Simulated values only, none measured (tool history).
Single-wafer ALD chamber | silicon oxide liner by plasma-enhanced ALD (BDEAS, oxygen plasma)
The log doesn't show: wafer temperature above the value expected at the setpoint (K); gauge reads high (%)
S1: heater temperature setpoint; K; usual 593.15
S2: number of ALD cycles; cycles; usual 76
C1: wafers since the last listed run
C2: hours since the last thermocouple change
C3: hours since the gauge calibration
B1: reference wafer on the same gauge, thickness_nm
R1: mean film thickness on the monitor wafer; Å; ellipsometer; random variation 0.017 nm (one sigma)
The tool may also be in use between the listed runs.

| run | hour | S1 | S2 | C1 | C2 | C3 | B1 | R1 |
|---|---|---|---|---|---|---|---|---|
| 1 | 0.0 | 593.15 | 76 | 0 | 594.8 | 71.3 | 5.734 | 66.71 |
| 2 | 6.4 | 593.15 | 76 | 40 | 601.2 | 77.7 | 5.734 | 66.83 |
| 3 | 15.1 | 593.15 | 76 | 54 | 609.9 | 86.4 | 5.732 | 66.95 |
| 4 | 46.6 | 603.15 | 66 | 197 | 641.4 | 117.9 | 5.717 | 56.97 |
| 5 | 64.3 | 603.15 | 66 | 110 | 659.1 | 135.6 | 5.718 | 57.10 |
| 6 | 70.5 | 603.15 | 66 | 38 | 665.3 | 141.8 | 5.714 | 56.98 |
| 7 | 82.9 | 593.15 | 76 | 77 | 677.7 | 154.2 | 5.707 | 66.35 |
| 8 | 89.6 | 593.15 | 76 | 41 | 684.4 | 160.9 | 5.710 | 66.75 |
| 9 | 102.0 | 593.15 | 76 | 77 | 696.8 | 173.3 | 5.706 | 66.42 |
| 10 | 115.6 | 593.15 | 82 | 85 | 710.4 | 186.9 | 5.703 | 71.57 |
| 11 | 121.9 | 593.15 | 82 | 39 | 716.7 | 193.2 | 5.703 | 71.96 |
| 12 | 133.2 | 593.15 | 82 | 70 | 728.0 | 204.5 | 5.704 | 71.92 |
| 13 | 145.3 | 593.15 | 76 | 75 | 740.1 | 216.6 | 5.699 | 66.52 |
| 14 | 180.1 | 593.15 | 76 | 217 | 774.9 | 251.4 | 5.698 | 66.33 |
| 15 | 191.3 | 593.15 | 76 | 70 | 786.1 | 262.6 | 5.693 | 66.46 |
| 16 | 202.0 | 593.15 | 76 | 67 | 796.8 | 273.3 | 5.693 | 66.13 |
| 17 | 217.4 | 593.15 | 76 | 96 | 812.2 | 288.7 | 5.693 | 66.31 |
| 18 | 234.1 | 593.15 | 76 | 104 | 828.9 | 305.4 | 5.690 | 66.43 |
| 19 | 240.7 | 593.15 | 76 | 41 | 835.5 | 312.0 | 5.691 | 66.37 |
| 20 | 249.6 | 582.15 | 63 | 55 | 844.4 | 320.9 | 5.694 | 56.08 |
| 21 | 255.6 | 588.15 | 88 | 37 | 850.4 | 326.9 | 5.693 | 77.35 |
| 22 | 271.0 | 579.15 | 61 | 96 | 865.8 | 342.3 | 5.692 | 54.60 |
|  | 273.2 | gauge calibrated |
| 23 | 289.6 | 587.15 | 87 | 116 | 884.4 | 16.4 | 5.779 | 77.67 |
| 24 | 296.2 | 593.15 | 76 | 41 | 891.0 | 23.0 | 5.771 | 67.04 |
| 25 | 309.6 | 603.15 | 89 | 83 | 904.4 | 36.4 | 5.765 | 77.64 |
|  | 330.5 | thermocouple changed; heater temperature recalibrated |
| 26 | 331.0 | 603.15 | 63 | 83 | 0.5 | 57.8 | 5.757 | 54.93 |
| 27 | 340.5 | 600.15 | 80 | 59 | 10.0 | 67.3 | 5.750 | 69.52 |
| 28 | 350.1 | 600.15 | 63 | 60 | 19.6 | 76.9 | 5.747 | 55.01 |
| 29 | 360.6 | 582.15 | 71 | 65 | 30.1 | 87.4 | 5.738 | 63.59 |
| 30 | 374.5 | 587.15 | 86 | 87 | 44.0 | 101.3 | 5.738 | 76.41 |
| 31 | 387.9 | 604.15 | 80 | 83 | 57.4 | 114.7 | 5.732 | 69.03 |
| 32 | 399.1 | 581.15 | 83 | 70 | 68.6 | 125.9 | 5.733 | 74.30 |
| 33 | 410.8 | 600.15 | 80 | 73 | 80.3 | 137.6 | 5.725 | 69.59 |
| 34 | 422.9 | 584.15 | 67 | 75 | 92.4 | 149.7 | 5.726 | 59.96 |
| 35 | 431.8 | 584.15 | 61 | 55 | 101.3 | 158.6 | 5.722 | 54.59 |

Forecast each of these 4 alternatives for the next run:
| A | 432.3 | 587.15 | 76 | 3 | 101.8 | 159.1 | ? | ? |
| B | 432.3 | 598.15 | 65 | 3 | 101.8 | 159.1 | ? | ? |
| C | 432.3 | 593.15 | 67 | 3 | 101.8 | 159.1 | ? | ? |
| D | 432.3 | 589.15 | 80 | 3 | 101.8 | 159.1 | ? | ? |

| run | B1 | R1 |
|---|---|---|
| A | 5.718 | 67.40 |
| B | 5.718 | 56.62 |
| C | 5.718 | 58.84 |
| D | 5.718 | 70.72 |
Without the tool's hidden state the same runs would have given:
| run | R1 |
|---|---|
| A | 68.08 |
| B | 57.18 |
| C | 59.43 |
| D | 71.43 |
